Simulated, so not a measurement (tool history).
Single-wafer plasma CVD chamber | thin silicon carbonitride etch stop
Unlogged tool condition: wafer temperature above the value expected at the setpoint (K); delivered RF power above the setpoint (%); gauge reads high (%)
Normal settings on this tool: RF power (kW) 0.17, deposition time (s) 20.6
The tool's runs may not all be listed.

run    hour  RF power (kW)  deposition time (s)  wafers since the last listed run  hours since the last thermocouple change  hours since the last RF generator calibration  hours since the showerhead was replaced  hours since the gauge calibration  read-back reference wafer on the same gauge, thickness_nm  mean film thickness on the monitor wafer (nm)
  1       0           0.17                 20.6                                 0                                     437.1                                          760.1                                   3172.4                             1247.1                                                      9.407                                         11.516
  2    66.1           0.17                 20.6                              2046                                     503.2                                          826.2                                   3238.5                             1313.2                                                      9.395                                         11.449
  3   148.6           0.17                 20.6                              2553                                     585.7                                          908.7                                     3321                             1395.7                                                       9.41                                         11.421
  4     378          0.155                 20.6                              7101                                     815.1                                         1138.1                                   3550.4                             1625.1                                                      9.416                                         11.192
  5   463.8          0.155                 20.6                              2655                                     900.9                                         1223.9                                   3636.2                             1710.9                                                      9.386                                         11.127
  6   736.5          0.155                 20.6                              8441                                    1173.6                                         1496.6                                   3908.9                             1983.6                                                      9.413                                         11.056
  7   828.4           0.17                 18.3                              2844                                    1265.5                                         1588.5                                   4000.8                             2075.5                                                      9.392                                         10.047
  8   922.4           0.17                 21.9                              2909                                    1359.5                                         1682.5                                   4094.8                             2169.5                                                      9.415                                         11.981
  9   977.4           0.17                 21.9                              1702                                    1414.5                                         1737.5                                   4149.8                             2224.5                                                      9.389                                          12.09
 10  1026.6          0.175                 18.2                              1522                                    1463.7                                         1786.7                                     4199                             2273.7                                                        9.4                                         10.116
 11  1082.2          0.175                 18.2                              1721                                    1519.3                                         1842.3                                   4254.6                             2329.3                                                      9.389                                          10.14
 12  1186.3           0.17                 22.9                              3222                                    1623.4                                         1946.4                                   4358.7                             2433.4                                                      9.385                                         12.593
 13  1283.8           0.17                 20.6                              3018                                    1720.9                                         2043.9                                   4456.2                             2530.9                                                      9.405                                         11.257

Forecast run 14:
 14  1357.6           0.17                 20.6                              2284                                    1794.7                                         2117.7                                     4530                             2604.7                                                          ?                                              ?

{"run 14": {"read-back reference wafer on the same gauge, thickness_nm": 9.395, "mean film thickness on the monitor wafer (nm)": 11.281}}
Without the tool's hidden state the same run would have given mean film thickness on the monitor wafer (nm) 11.518.
